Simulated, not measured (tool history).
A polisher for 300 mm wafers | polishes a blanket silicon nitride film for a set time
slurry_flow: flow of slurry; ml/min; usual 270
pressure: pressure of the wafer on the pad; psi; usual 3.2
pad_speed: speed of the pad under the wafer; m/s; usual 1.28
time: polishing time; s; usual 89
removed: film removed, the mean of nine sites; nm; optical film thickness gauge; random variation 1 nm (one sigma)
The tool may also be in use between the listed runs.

| run | hour | slurry_flow | pressure | pad_speed | time | incoming thickness of the incoming film, nm | removed |
|---|---|---|---|---|---|---|---|
| 1 | 0 | 295 | 3.2 | 1.28 | 89 | 833 | 162.5 |
| 2 | 102.5 | 295 | 3.2 | 1.28 | 89 | 842.7 | 164 |
| 3 | 197.7 | 270 | 3.2 | 1.28 | 89 | 818.9 | 163.1 |
| 4 | 241.7 | 270 | 3.2 | 1.28 | 89 | 828.6 | 159.4 |
|  | 274.9 | worn pad replaced by a new one |
| 5 | 329.6 | 270 | 3.2 | 1.28 | 89 | 819.3 | 158.6 |
|  | 397.2 | head pressure recalibrated |
| 6 | 397.7 | 270 | 3.2 | 1.28 | 89 | 819.5 | 169.9 |
| 7 | 470.6 | 270 | 3.2 | 1.28 | 89 | 837.1 | 169.3 |
|  | 504.8 | worn pad replaced by a new one |
| 8 | 535.3 | 270 | 3.2 | 1.28 | 89 | 840.1 | 170.9 |
|  | 578.7 | slurry nozzle cleaned |
| 9 | 596.1 | 295 | 3.2 | 1.28 | 89 | 821.1 | 169 |
| 10 | 654.4 | 270 | 3.2 | 1.28 | 89 | 836.9 | 168.5 |
| 11 | 716.1 | 190 | 2.4 | 1.1 | 110 | 831.9 | 149.7 |
|  | 747.4 | worn pad replaced by a new one |
| 12 | 797.7 | 270 | 4 | 1.28 | 89 | 840.4 | 188.4 |
| 13 | 886.3 | 270 | 3.2 | 1.12 | 116 | 841.3 | 190.7 |
| 14 | 978.6 | 315 | 4.2 | 1.52 | 105 | 838.6 | 266.2 |
|  | 1021.7 | worn pad replaced by a new one |
| 15 | 1067.1 | 355 | 3.6 | 0.86 | 67 | 819.3 | 97 |
| 16 | 1282.8 | 270 | 4.3 | 1.28 | 89 | 830.5 | 190.6 |

The same runs without the tool's hidden state, with the same run-to-run variation:
The hidden state here: removal rate lost through wear of the pad, %; slurry flow missing at the pad, %; deviation of the head's pressure from its setpoint, %.
| run | removed |
|---|---|
| 1 | 169.6 |
| 2 | 172.6 |
| 3 | 173.1 |
| 4 | 169.7 |
| 5 | 170.2 |
| 6 | 170 |
| 7 | 170.4 |
| 8 | 172.9 |
| 9 | 171.9 |
| 10 | 172.2 |
| 11 | 153.7 |
| 12 | 194.8 |
| 13 | 198.6 |
| 14 | 279.4 |
| 15 | 102.6 |
| 16 | 205.3 |
